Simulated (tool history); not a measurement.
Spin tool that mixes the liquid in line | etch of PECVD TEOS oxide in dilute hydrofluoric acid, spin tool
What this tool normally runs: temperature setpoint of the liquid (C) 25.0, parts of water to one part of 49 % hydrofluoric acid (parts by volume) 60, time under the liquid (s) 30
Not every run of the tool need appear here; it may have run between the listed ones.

run,hour,temperature setpoint of the liquid (C),parts of water to one part of 49 % hydrofluoric acid (parts by volume),time under the liquid (s),wafers since the last listed run,hours since the thermometer was replaced,hours since the hydrofluoric acid flow meter was replaced,hours since the gauge calibration,"read-back film thickness of the PECVD TEOS oxide reference wafer, read on the same gauge (nm)",thickness taken off the PECVD TEOS oxide on a monitor wafer (nm)
1,0.0,25.0,45,30,0,330.6,2358.4,1087.4,80.01,13.23
2,44.8,25.0,45,30,727,375.4,2403.2,1132.2,79.97,13.21
3,92.2,25.0,60,30,769,422.8,2450.6,1179.6,80.00,9.77
4,150.1,25.0,60,30,940,480.7,2508.5,1237.5,79.96,9.78
5,221.0,25.0,60,30,1151,551.6,2579.4,1308.4,80.00,9.74
# hour 232.6: hydrofluoric acid flow meter replaced
6,285.2,25.0,60,30,1026,615.8,52.6,1372.6,80.02,9.79
7,349.7,25.0,60,30,1047,680.3,117.1,1437.1,80.00,9.83
8,389.7,25.0,65,30,649,720.3,157.1,1477.1,79.99,8.97
9,443.7,25.0,65,30,877,774.3,211.1,1531.1,79.98,8.97
10,492.0,25.0,65,30,784,822.6,259.4,1579.4,80.01,9.01
11,540.5,25.0,60,30,787,871.1,307.9,1627.9,79.99,9.79
12,603.9,25.0,60,30,1029,934.5,371.3,1691.3,80.04,9.87
13,655.0,25.0,60,30,829,985.6,422.4,1742.4,80.05,9.91
14,693.0,25.0,45,30,617,1023.6,460.4,1780.4,79.97,13.41
15,751.6,25.0,65,30,951,1082.2,519.0,1839.0,80.00,9.08
# hour 775.6: thermometer replaced
16,818.0,22.5,60,30,1062,42.4,585.4,1905.4,80.03,8.77
17,846.9,29.0,70,15,469,71.3,614.3,1934.3,80.05,4.80
18,906.4,26.5,40,35,966,130.8,673.8,1993.8,80.02,18.37
# hour 916.1: gauge calibrated
19,956.8,29.0,80,30,818,181.2,724.2,40.7,80.00,8.26
20,1000.4,25.0,60,30,708,224.8,767.8,84.3,80.03,9.72
21,1043.3,22.0,85,30,696,267.7,810.7,127.2,80.01,5.87
22,1069.1,20.5,85,20,419,293.5,836.5,153.0,79.98,3.72
23,1096.1,23.5,40,15,438,320.5,863.5,180.0,79.98,7.04
24,1242.8,25.0,60,30,2382,467.2,1010.2,326.7,79.97,9.76
25,1281.3,27.0,85,25,625,505.7,1048.7,365.2,80.00,6.02
26,1319.5,25.0,60,30,620,543.9,1086.9,403.4,80.01,9.79
27,1381.1,21.5,30,30,1000,605.5,1148.5,465.0,80.01,17.62
28,1406.4,23.5,40,30,410,630.8,1173.8,490.3,79.99,14.21
29,1457.7,23.0,70,25,833,682.1,1225.1,541.6,79.98,6.39
30,1504.5,20.5,70,45,760,728.9,1271.9,588.4,80.00,10.29
31,1555.6,30.0,85,35,829,780.0,1323.0,639.5,80.00,9.48
32,1625.5,29.0,85,40,1135,849.9,1392.9,709.4,79.96,10.46
# hour 1681.5: thermometer replaced
33,1686.5,25.0,70,30,974,5.0,1453.9,770.4,79.99,8.21
34,1718.6,28.5,35,30,521,37.1,1486.0,802.5,79.94,19.79

List, for all runs, the conditions of the tool that the log does not record:
hydrofluoric acid flow above the setpoint (%): 0 across all the runs
gauge reads high (%): 0 across all the runs
H1: liquid hotter than its thermometer reads (K)
run,H1
1,0.163
2,0.184
3,0.206
4,0.233
5,0.266
6,0.296
7,0.326
8,0.345
9,0.37
10,0.392
11,0.415
12,0.444
13,0.468
14,0.486
15,0.513
16,0.0649
17,0.0784
18,0.106
19,0.13
20,0.15
21,0.17
22,0.182
23,0.195
24,0.263
25,0.281
26,0.299
27,0.327
28,0.339
29,0.363
30,0.385
31,0.409
32,0.441
33,0.053
34,0.0679
